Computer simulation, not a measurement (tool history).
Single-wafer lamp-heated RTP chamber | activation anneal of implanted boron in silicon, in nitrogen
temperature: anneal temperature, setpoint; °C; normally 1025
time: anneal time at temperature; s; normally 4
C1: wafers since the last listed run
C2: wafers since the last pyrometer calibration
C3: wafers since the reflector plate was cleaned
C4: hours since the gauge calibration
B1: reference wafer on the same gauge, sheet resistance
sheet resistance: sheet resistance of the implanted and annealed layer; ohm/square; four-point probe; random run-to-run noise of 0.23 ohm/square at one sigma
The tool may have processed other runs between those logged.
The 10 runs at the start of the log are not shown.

{"run": 11, "hour": 711.7, "temperature": 1025, "time": 4, "C1": 1296, "C2": 6366, "C3": 6366, "C4": 740.7, "B1": 119.99, "sheet resistance": 128.52}
{"run": 12, "hour": 802.4, "temperature": 1004, "time": 3, "C1": 1296, "C2": 7662, "C3": 7662, "C4": 831.4, "B1": 119.99, "sheet resistance": 130.79}
{"hour": 834.1, "done": "pyrometer window cleaned and pyrometer calibrated"}
{"hour": 856.0, "done": "reflector plate cleaned"}
{"run": 13, "hour": 892.4, "temperature": 1034, "time": 4, "C1": 1057, "C2": 719, "C3": 520, "C4": 921.4, "B1": 119.97, "sheet resistance": 128.59}
{"run": 14, "hour": 963.6, "temperature": 1025, "time": 4, "C1": 1017, "C2": 1736, "C3": 1537, "C4": 992.6, "B1": 120.02, "sheet resistance": 129.42}
{"run": 15, "hour": 1000.5, "temperature": 1042, "time": 5, "C1": 527, "C2": 2264, "C3": 2065, "C4": 1029.5, "B1": 119.99, "sheet resistance": 128.39}
{"run": 16, "hour": 1091.7, "temperature": 1025, "time": 6, "C1": 1303, "C2": 3567, "C3": 3368, "C4": 1120.7, "B1": 120.04, "sheet resistance": 128.62}
{"run": 17, "hour": 1131.2, "temperature": 1048, "time": 4, "C1": 564, "C2": 4132, "C3": 3933, "C4": 1160.2, "B1": 120.06, "sheet resistance": 128.47}
{"run": 18, "hour": 1220.3, "temperature": 1036, "time": 3, "C1": 1273, "C2": 5405, "C3": 5206, "C4": 1249.3, "B1": 120.03, "sheet resistance": 128.1}
{"run": 19, "hour": 1284.8, "temperature": 1042, "time": 5, "C1": 921, "C2": 6327, "C3": 6128, "C4": 1313.8, "B1": 120.1, "sheet resistance": 128.12}
{"run": 20, "hour": 1391.4, "temperature": 1036, "time": 3, "C1": 1523, "C2": 7850, "C3": 7651, "C4": 1420.4, "B1": 120.12, "sheet resistance": 128.21}
{"run": 21, "hour": 1443.8, "temperature": 1048, "time": 3, "C1": 748, "C2": 8599, "C3": 8400, "C4": 1472.8, "B1": 120.04, "sheet resistance": 128.4}
{"hour": 1539.1, "done": "reflector plate cleaned"}
{"run": 22, "hour": 1542.9, "temperature": 1045, "time": 4, "C1": 1301, "C2": 9901, "C3": 54, "C4": 1571.9, "B1": 120.01, "sheet resistance": 128.26}
{"hour": 1602.7, "done": "pyrometer window cleaned and pyrometer calibrated"}
{"hour": 1624.5, "done": "gauge calibrated"}
{"run": 23, "hour": 1629.0, "temperature": 1049, "time": 3, "C1": 1116, "C2": 376, "C3": 1170, "C4": 4.5, "B1": 120.09, "sheet resistance": 128.12}
{"run": 24, "hour": 1723.5, "temperature": 1025, "time": 4, "C1": 1350, "C2": 1726, "C3": 2520, "C4": 99.0, "B1": 119.87, "sheet resistance": 129.5}
{"run": 25, "hour": 1771.0, "temperature": 1025, "time": 4, "C1": 678, "C2": 2405, "C3": 3199, "C4": 146.5, "B1": 120.07, "sheet resistance": 129.12}
{"run": 26, "hour": 1808.2, "temperature": 1047, "time": 6, "C1": 531, "C2": 2937, "C3": 3731, "C4": 183.7, "B1": 119.98, "sheet resistance": 128.28}
{"run": 27, "hour": 1897.2, "temperature": 1006, "time": 4, "C1": 1271, "C2": 4209, "C3": 5003, "C4": 272.7, "B1": 119.93, "sheet resistance": 130.6}
{"run": 28, "hour": 1940.0, "temperature": 1046, "time": 6, "C1": 611, "C2": 4820, "C3": 5614, "C4": 315.5, "B1": 119.98, "sheet resistance": 128.31}
{"run": 29, "hour": 1984.4, "temperature": 1025, "time": 5, "C1": 634, "C2": 5455, "C3": 6249, "C4": 359.9, "B1": 119.97, "sheet resistance": 128.86}
{"run": 30, "hour": 2057.1, "temperature": 1035, "time": 6, "C1": 1038, "C2": 6494, "C3": 7288, "C4": 432.6, "B1": 120.0, "sheet resistance": 127.93}
{"run": 31, "hour": 2127.3, "temperature": 1003, "time": 5, "C1": 1003, "C2": 7497, "C3": 8291, "C4": 502.8, "B1": 119.96, "sheet resistance": 130.75}
{"run": 32, "hour": 2212.7, "temperature": 1036, "time": 4, "C1": 1220, "C2": 8718, "C3": 9511, "C4": 588.2, "B1": 119.96, "sheet resistance": 128.14}
{"run": 33, "hour": 2256.7, "temperature": 1042, "time": 5, "C1": 628, "C2": 9346, "C3": 10140, "C4": 632.2, "B1": 119.96, "sheet resistance": 128.33}
{"hour": 2306.3, "done": "reflector plate cleaned"}
{"hour": 2318.7, "done": "pyrometer window cleaned and pyrometer calibrated"}
{"run": 34, "hour": 2319.2, "temperature": 1039, "time": 4, "C1": 664, "C2": 6, "C3": 70, "C4": 694.7, "B1": 119.95, "sheet resistance": 128.9}
{"run": 35, "hour": 2354.6, "temperature": 1053, "time": 4, "C1": 505, "C2": 512, "C3": 576, "C4": 730.1, "B1": 120.14, "sheet resistance": 128.59}

What if the next run were any one of these 5? Each begins from the tool's condition after run 35:
{"run": "A", "hour": 2355.0, "temperature": 1009, "time": 4, "C1": 5, "C2": 518, "C3": 581, "C4": 730.5, "B1": "?", "sheet resistance": "?"}
{"run": "B", "hour": 2355.0, "temperature": 998, "time": 5, "C1": 5, "C2": 518, "C3": 581, "C4": 730.5, "B1": "?", "sheet resistance": "?"}
{"run": "C", "hour": 2355.0, "temperature": 1008, "time": 6, "C1": 5, "C2": 518, "C3": 581, "C4": 730.5, "B1": "?", "sheet resistance": "?"}
{"run": "D", "hour": 2355.0, "temperature": 1034, "time": 3, "C1": 5, "C2": 518, "C3": 581, "C4": 730.5, "B1": "?", "sheet resistance": "?"}
{"run": "E", "hour": 2355.0, "temperature": 1003, "time": 4, "C1": 5, "C2": 518, "C3": 581, "C4": 730.5, "B1": "?", "sheet resistance": "?"}

run=A B1=120.02 sheet_resistance=132.88
run=B B1=120.02 sheet_resistance=135.83
run=C B1=120.02 sheet_resistance=132.40
run=D B1=120.02 sheet_resistance=129.02
run=E B1=120.02 sheet_resistance=134.58
With the hidden condition removed and each run's random variation left untouched, the same runs would have given:
run=A sheet_resistance=134.30
run=B sheet_resistance=138.00
run=C sheet_resistance=133.75
run=D sheet_resistance=129.57
run=E sheet_resistance=136.39

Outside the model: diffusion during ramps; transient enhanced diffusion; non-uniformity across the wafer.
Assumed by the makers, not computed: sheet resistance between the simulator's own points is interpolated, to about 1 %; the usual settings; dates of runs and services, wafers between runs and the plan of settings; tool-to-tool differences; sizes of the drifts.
